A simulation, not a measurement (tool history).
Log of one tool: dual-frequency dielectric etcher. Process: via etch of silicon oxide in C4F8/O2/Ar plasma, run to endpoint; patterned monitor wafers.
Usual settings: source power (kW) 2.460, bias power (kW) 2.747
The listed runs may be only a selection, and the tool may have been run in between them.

run	hour	source power (kW)	bias power (kW)	wafers since the last listed run	hours since the last wet clean	hours since the last source power generator calibration	hours since the last bias power generator calibration	hours since the last upper electrode change	incoming incoming film thickness, nm	endpoint time (s)
1	0.0	2.460	2.747	0	73.0	3029.2	1588.6	3161.3	796.8	127.6
2	17.2	2.460	2.747	137	90.2	3046.4	1605.8	3178.5	794.8	128.5
3	33.2	2.460	2.747	127	106.2	3062.4	1621.8	3194.5	795.4	128.1
4	45.6	2.460	2.747	99	118.6	3074.8	1634.2	3206.9	798.0	129.0
5	84.3	2.460	2.492	309	157.3	3113.5	1672.9	3245.6	803.9	133.0
6	92.3	2.460	2.492	63	165.3	3121.5	1680.9	3253.6	796.3	133.0
7	98.9	2.460	2.747	52	171.9	3128.1	1687.5	3260.2	796.4	129.2
8	105.6	2.460	2.747	53	178.6	3134.8	1694.2	3266.9	813.8	131.7
9	123.4	2.460	2.747	142	196.4	3152.6	1712.0	3284.7	797.7	129.3
10	169.6	2.700	2.747	369	242.6	3198.8	1758.2	3330.9	799.6	127.2
11	175.9	2.700	2.747	50	248.9	3205.1	1764.5	3337.2	803.2	127.2
12	186.1	2.460	2.747	81	259.1	3215.3	1774.7	3347.4	797.5	128.9
13	202.7	2.460	2.747	132	275.7	3231.9	1791.3	3364.0	795.0	129.7
14	213.9	2.460	2.747	89	286.9	3243.1	1802.5	3375.2	794.1	129.7
# hour 263.1: upper electrode replaced, of another model than before
15	263.6	2.460	2.747	205	336.6	3292.8	1852.2	0.5	799.9	130.8
16	278.2	2.460	2.747	116	351.2	3307.4	1866.8	15.1	800.0	130.6
17	287.0	1.850	2.133	70	360.0	3316.2	1875.6	23.9	796.5	141.2
18	299.5	2.740	2.197	99	372.5	3328.7	1888.1	36.4	803.1	133.1
# hour 323.3: source power generator calibrated
# hour 349.6: wet clean of the chamber
19	350.1	2.460	2.747	180	0.5	26.8	1938.7	87.0	798.3	128.5
20	350.5	2.460	2.747	3	0.9	27.2	1939.1	87.4	793.5	128.0
# hour 355.5: bias power generator calibrated
21	359.3	2.140	3.031	38	9.7	36.0	3.8	96.2	794.8	129.0
22	370.3	2.460	2.747	87	20.7	47.0	14.8	107.2	793.0	127.3
23	422.1	2.160	3.060	413	72.5	98.8	66.6	159.0	790.9	128.7
24	428.7	2.680	2.063	52	79.1	105.4	73.2	165.6	812.1	134.7
25	442.2	2.030	3.168	107	92.6	118.9	86.7	179.1	800.0	130.5
26	454.5	2.460	2.492	98	104.9	131.2	99.0	191.4	806.7	132.9
27	468.2	2.840	2.747	109	118.6	144.9	112.7	205.1	792.7	125.2
28	482.2	2.460	2.238	111	132.6	158.9	126.7	219.1	800.9	134.2
29	489.9	2.790	3.211	61	140.3	166.6	134.4	226.8	796.0	122.9
30	501.9	1.850	2.182	95	152.3	178.6	146.4	238.8	805.1	141.4
31	509.4	2.460	3.227	59	159.8	186.1	153.9	246.3	801.7	127.1
32	520.8	2.460	2.747	91	171.2	197.5	165.3	257.7	803.7	130.0
33	533.1	2.930	2.195	98	183.5	209.8	177.6	270.0	793.3	128.5

Branching from run 33: 4 alternative next runs. What would each branch give?
A	533.6	2.460	2.747	3	184.0	210.3	178.1	270.5	795.1	?
B	533.6	2.460	2.350	3	184.0	210.3	178.1	270.5	795.1	?
C	533.6	2.810	3.045	3	184.0	210.3	178.1	270.5	795.1	?
D	533.6	2.740	2.262	3	184.0	210.3	178.1	270.5	795.1	?

run	endpoint time (s)
A	129.2
B	132.3
C	124.0
D	130.3
What these runs would have given with no unlogged condition in the tool:
run	endpoint time (s)
A	128.1
B	131.1
C	122.9
D	129.2

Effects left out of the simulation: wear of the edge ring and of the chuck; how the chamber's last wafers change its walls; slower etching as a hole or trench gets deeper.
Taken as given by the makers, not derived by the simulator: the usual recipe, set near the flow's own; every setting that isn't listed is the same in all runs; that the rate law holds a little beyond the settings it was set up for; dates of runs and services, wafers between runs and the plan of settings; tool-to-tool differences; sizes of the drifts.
